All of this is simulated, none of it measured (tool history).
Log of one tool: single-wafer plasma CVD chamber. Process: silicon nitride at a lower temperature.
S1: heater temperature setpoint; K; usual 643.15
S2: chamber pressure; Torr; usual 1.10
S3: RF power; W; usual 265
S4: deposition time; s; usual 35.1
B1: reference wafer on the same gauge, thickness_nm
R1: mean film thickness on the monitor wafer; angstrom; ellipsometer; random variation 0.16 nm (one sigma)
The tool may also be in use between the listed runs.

| run | hour | S1 | S2 | S3 | S4 | B1 | R1 |
|---|---|---|---|---|---|---|---|
| 1 | 0.0 | 643.15 | 1.10 | 265 | 35.1 | 37.009 | 355.40 |
| 2 | 38.0 | 643.15 | 1.10 | 265 | 35.1 | 37.016 | 358.65 |
|  | 59.6 | gauge calibrated |
| 3 | 83.0 | 643.15 | 1.10 | 265 | 35.1 | 36.918 | 355.11 |
| 4 | 115.1 | 635.15 | 1.37 | 285 | 37.8 | 36.964 | 424.06 |
| 5 | 167.0 | 630.15 | 0.92 | 310 | 35.1 | 37.012 | 355.01 |
| 6 | 202.5 | 655.15 | 1.10 | 265 | 41.2 | 36.988 | 410.71 |
| 7 | 256.4 | 649.15 | 1.33 | 225 | 30.9 | 36.986 | 311.43 |
|  | 281.0 | thermocouple changed; heater temperature recalibrated |
| 8 | 442.3 | 647.15 | 1.25 | 285 | 31.0 | 36.973 | 335.85 |
| 9 | 509.8 | 643.15 | 1.10 | 265 | 35.1 | 36.936 | 355.76 |
| 10 | 559.1 | 643.15 | 1.20 | 265 | 35.1 | 37.022 | 362.00 |
| 11 | 617.4 | 643.15 | 1.10 | 265 | 35.1 | 37.055 | 351.37 |
| 12 | 675.2 | 643.15 | 1.10 | 265 | 35.1 | 37.009 | 353.34 |
| 13 | 742.2 | 643.15 | 1.10 | 230 | 35.1 | 36.948 | 334.04 |
| 14 | 822.8 | 639.15 | 0.93 | 310 | 37.1 | 36.995 | 369.58 |
|  | 867.5 | RF generator calibrated |
| 15 | 868.0 | 643.15 | 0.91 | 265 | 35.1 | 36.939 | 328.40 |
| 16 | 915.3 | 643.15 | 1.10 | 265 | 35.1 | 36.988 | 352.01 |
| 17 | 985.4 | 643.15 | 0.87 | 265 | 39.4 | 37.037 | 363.99 |
| 18 | 1026.9 | 643.15 | 0.85 | 265 | 35.1 | 36.967 | 318.71 |
| 19 | 1083.0 | 643.15 | 1.10 | 265 | 35.1 | 36.985 | 353.95 |
| 20 | 1116.6 | 643.15 | 1.20 | 265 | 35.1 | 37.050 | 361.37 |
| 21 | 1149.2 | 643.15 | 0.85 | 225 | 38.4 | 36.991 | 329.52 |
| 22 | 1200.5 | 643.15 | 1.10 | 265 | 35.1 | 36.967 | 351.35 |
| 23 | 1244.1 | 650.15 | 0.86 | 230 | 35.1 | 36.990 | 305.68 |
| 24 | 1283.5 | 650.15 | 1.10 | 265 | 30.1 | 36.978 | 299.84 |
| 25 | 1308.0 | 653.15 | 1.23 | 230 | 35.1 | 37.008 | 340.67 |

Forecast run 26:
| 26 | 1373.2 | 643.15 | 1.10 | 265 | 35.1 | ? | ? |

Run 26 gave B1 36.983, R1 350.43 angstrom.
Without the tool's hidden state the same run would have given R1 356.17 angstrom.
